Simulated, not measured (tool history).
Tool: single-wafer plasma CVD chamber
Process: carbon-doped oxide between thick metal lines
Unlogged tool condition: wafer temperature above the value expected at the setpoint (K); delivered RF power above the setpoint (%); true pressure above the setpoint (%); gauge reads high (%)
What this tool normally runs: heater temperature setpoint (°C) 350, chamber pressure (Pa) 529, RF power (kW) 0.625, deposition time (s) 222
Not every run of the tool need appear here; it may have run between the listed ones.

| run | hour | heater temperature setpoint (°C) | chamber pressure (Pa) | RF power (kW) | deposition time (s) | wafers since the last listed run | hours since the last thermocouple change | hours since the last RF generator calibration | hours since the last manometer calibration | hours since the showerhead was replaced | hours since the gauge calibration | read-back reference wafer on the same gauge, thickness_nm | mean film thickness on the monitor wafer (nm) |
|---|---|---|---|---|---|---|---|---|---|---|---|---|---|
| 1 | 0.0 | 350 | 529 | 0.625 | 222 | 0 | 1573.1 | 254.8 | 42.2 | 1681.4 | 70.6 | 1159.863 | 1201.405 |
| 2 | 74.7 | 350 | 529 | 0.625 | 222 | 443 | 1647.8 | 329.5 | 116.9 | 1756.1 | 145.3 | 1160.375 | 1202.531 |
| 3 | 123.5 | 350 | 529 | 0.625 | 222 | 289 | 1696.6 | 378.3 | 165.7 | 1804.9 | 194.1 | 1160.062 | 1197.453 |
| 4 | 166.0 | 350 | 529 | 0.625 | 222 | 252 | 1739.1 | 420.8 | 208.2 | 1847.4 | 236.6 | 1160.168 | 1201.655 |
| 5 | 252.7 | 350 | 529 | 0.625 | 222 | 514 | 1825.8 | 507.5 | 294.9 | 1934.1 | 323.3 | 1160.203 | 1199.149 |
| 6 | 313.2 | 350 | 529 | 0.625 | 222 | 358 | 1886.3 | 568.0 | 355.4 | 1994.6 | 383.8 | 1159.092 | 1189.701 |
| 7 | 360.5 | 350 | 529 | 0.625 | 222 | 280 | 1933.6 | 615.3 | 402.7 | 2041.9 | 431.1 | 1160.057 | 1200.394 |
| 8 | 428.6 | 350 | 529 | 0.625 | 222 | 403 | 2001.7 | 683.4 | 470.8 | 2110.0 | 499.2 | 1160.059 | 1199.374 |
| 9 | 533.1 | 350 | 529 | 0.625 | 222 | 619 | 2106.2 | 787.9 | 575.3 | 2214.5 | 603.7 | 1159.317 | 1194.243 |
| 10 | 612.2 | 350 | 529 | 0.625 | 222 | 469 | 2185.3 | 867.0 | 654.4 | 2293.6 | 682.8 | 1160.059 | 1198.682 |
| 11 | 717.6 | 350 | 529 | 0.625 | 222 | 625 | 2290.7 | 972.4 | 759.8 | 2399.0 | 788.2 | 1160.505 | 1195.996 |
| 12 | 779.2 | 350 | 529 | 0.625 | 222 | 365 | 2352.3 | 1034.0 | 821.4 | 2460.6 | 849.8 | 1159.433 | 1202.396 |
| 13 | 865.7 | 350 | 529 | 0.625 | 222 | 512 | 2438.8 | 1120.5 | 907.9 | 2547.1 | 936.3 | 1160.473 | 1189.882 |
| 14 | 963.9 | 350 | 529 | 0.535 | 222 | 582 | 2537.0 | 1218.7 | 1006.1 | 2645.3 | 1034.5 | 1159.321 | 1084.285 |
|  | 1074.0 | capacitance manometer re-zeroed and calibrated |
| 15 | 1112.0 | 350 | 645 | 0.625 | 222 | 830 | 2685.1 | 1366.8 | 38.0 | 2793.4 | 1182.6 | 1159.928 | 1224.309 |
|  | 1127.1 | thermocouple changed; heater temperature recalibrated |
| 16 | 1155.6 | 350 | 529 | 0.535 | 193 | 211 | 28.5 | 1410.4 | 81.6 | 2837.0 | 1226.2 | 1160.050 | 937.035 |
|  | 1159.2 | gauge calibrated |
|  | 1193.3 | RF generator calibrated |
| 17 | 1213.3 | 363 | 624 | 0.625 | 207 | 294 | 86.2 | 20.0 | 139.3 | 2894.7 | 54.1 | 1160.335 | 1102.909 |

Expected results for the next run?
| 18 | 1282.8 | 359 | 529 | 0.625 | 186 | 412 | 155.7 | 89.5 | 208.8 | 2964.2 | 123.6 | ? | ? |

Run 18 measured read-back reference wafer on the same gauge, thickness_nm 1160.445, mean film thickness on the monitor wafer (nm) 974.789.
The same run, on a tool lacking any hidden state, would have yielded mean film thickness on the monitor wafer (nm) 987.344.
